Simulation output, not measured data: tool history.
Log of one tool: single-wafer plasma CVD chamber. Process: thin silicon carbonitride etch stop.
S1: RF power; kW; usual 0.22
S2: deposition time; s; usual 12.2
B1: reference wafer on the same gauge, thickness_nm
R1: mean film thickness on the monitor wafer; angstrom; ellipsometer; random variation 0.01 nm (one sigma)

Run 1, hour 0: usual settings but S1 0.235 kW, S2 13.6 s; B1 5.782. Result: R1 75.48 angstrom.
Run 2, hour 132.9: usual settings but S2 13.8 s; B1 5.785. Result: R1 74.79 angstrom.
Run 3, hour 183: usual settings but S2 13.8 s; B1 5.782. Result: R1 74.86 angstrom.
Run 4, hour 211.2: usual settings but S1 0.245 kW; B1 5.783. Result: R1 68.43 angstrom.
Run 5, hour 245.7: usual settings but S1 0.245 kW; B1 5.78. Result: R1 68.42 angstrom.
Run 6, hour 297: usual settings but S1 0.245 kW; B1 5.783. Result: R1 68.46 angstrom.
Run 7, hour 365: usual settings but S1 0.21 kW, S2 10.8 s; B1 5.781. Result: R1 57.5 angstrom.
Run 8, hour 423.5: usual settings but S1 0.21 kW, S2 10.8 s; B1 5.784. Result: R1 57.47 angstrom.
Run 9, hour 480.9: usual settings; B1 5.781. Result: R1 66.04 angstrom.
Run 10, hour 518.3: usual settings; B1 5.781. Result: R1 65.96 angstrom.
At hour 567.7: showerhead replaced.
Run 11, hour 579.7: usual settings but S2 14.1 s; B1 5.78. Result: R1 76.2 angstrom.
Run 12, hour 616.6: usual settings but S2 14.1 s; B1 5.782. Result: R1 76.19 angstrom.
Run 13, hour 642.8: usual settings; B1 5.781. Result: R1 65.73 angstrom.
Run 14, hour 687.2: usual settings; B1 5.779. Result: R1 65.9 angstrom.
At hour 891.9: thermocouple changed; heater temperature recalibrated.
Run 15, hour 899.7: usual settings; B1 5.779. Result: R1 65.55 angstrom.
Run 16, hour 947.4: usual settings but S2 11.4 s; B1 5.784. Result: R1 61.44 angstrom.
At hour 1001.4: RF generator calibrated.
Run 17, hour 1007.2: usual settings but S1 0.25 kW; B1 5.78. Result: R1 70.05 angstrom.
Run 18, hour 1044.6: usual settings but S1 0.26 kW, S2 13.3 s; B1 5.777. Result: R1 77.44 angstrom.
Run 19, hour 1109.9: usual settings but S1 0.2 kW, S2 14.4 s; B1 5.78. Result: R1 76.73 angstrom.
Run 20, hour 1150.4: usual settings but S1 0.245 kW, S2 10.6 s; B1 5.775. Result: R1 60.57 angstrom.
Run 21, hour 1214: usual settings but S1 0.24 kW, S2 11.6 s; B1 5.779. Result: R1 65.68 angstrom.
Run 22, hour 1285.2: usual settings but S1 0.185 kW, S2 14.4 s; B1 5.778. Result: R1 74.67 angstrom.
Run 23, hour 1337.4: usual settings but S1 0.18 kW; B1 5.78. Result: R1 62.51 angstrom.
Run 24, hour 1380.7: usual settings; B1 5.781. Result: R1 67.24 angstrom.
Run 25, hour 1417: usual settings; B1 5.78. Result: R1 66.97 angstrom.
Run 26, hour 1475: usual settings but S1 0.185 kW, S2 14.4 s; B1 5.779. Result: R1 74.6 angstrom.
Run 27, hour 1506.2: usual settings but S1 0.175 kW; B1 5.78. Result: R1 62.07 angstrom.
At hour 1512.9: gauge calibrated.
Run 28, hour 1644.4: usual settings but S2 10.1 s; B1 5.778. Result: R1 55.44 angstrom.
Run 29, hour 1697.1: usual settings but S1 0.26 kW; B1 5.778. Result: R1 70.79 angstrom.
At hour 1817.3: thermocouple changed; heater temperature recalibrated.
Run 30, hour 1899.4: usual settings but S1 0.25 kW, S2 14 s; B1 5.776. Result: R1 79.93 angstrom.
Run 31, hour 1927.5: usual settings but S1 0.19 kW, S2 13.7 s; B1 5.781. Result: R1 71.51 angstrom.
Run 32, hour 1953.6: usual settings but S1 0.24 kW, S2 11.6 s; B1 5.786. Result: R1 65.33 angstrom.
Run 33, hour 1990.1: usual settings but S2 11.2 s; B1 5.78. Result: R1 61.33 angstrom.
Run 34, hour 2046.9: usual settings; B1 5.782. Result: R1 66.51 angstrom.
Run 35, hour 2091.3: usual settings but S2 10.3 s; B1 5.782. Result: R1 56.27 angstrom.
Run 36, hour 2149.9: usual settings; B1 5.78. Result: R1 66.65 angstrom.

3 ways to go on from here, each from the tool as it stands after run 36. What would each give?
Run A, hour 2150.3: usual settings; B1 ?. Result: R1 ?.
Run B, hour 2150.3: usual settings but S1 0.21 kW, S2 10.1 s; B1 ?. Result: R1 ?.
Run C, hour 2150.3: usual settings but S1 0.19 kW, S2 10.4 s; B1 ?. Result: R1 ?.

run     B1     R1
  A  5.784  66.73
  B  5.784  54.39
  C  5.784  54.14
Without the tool's hidden state the same runs would have given:
run     R1
  A  67.32
  B  54.87
  C  54.62

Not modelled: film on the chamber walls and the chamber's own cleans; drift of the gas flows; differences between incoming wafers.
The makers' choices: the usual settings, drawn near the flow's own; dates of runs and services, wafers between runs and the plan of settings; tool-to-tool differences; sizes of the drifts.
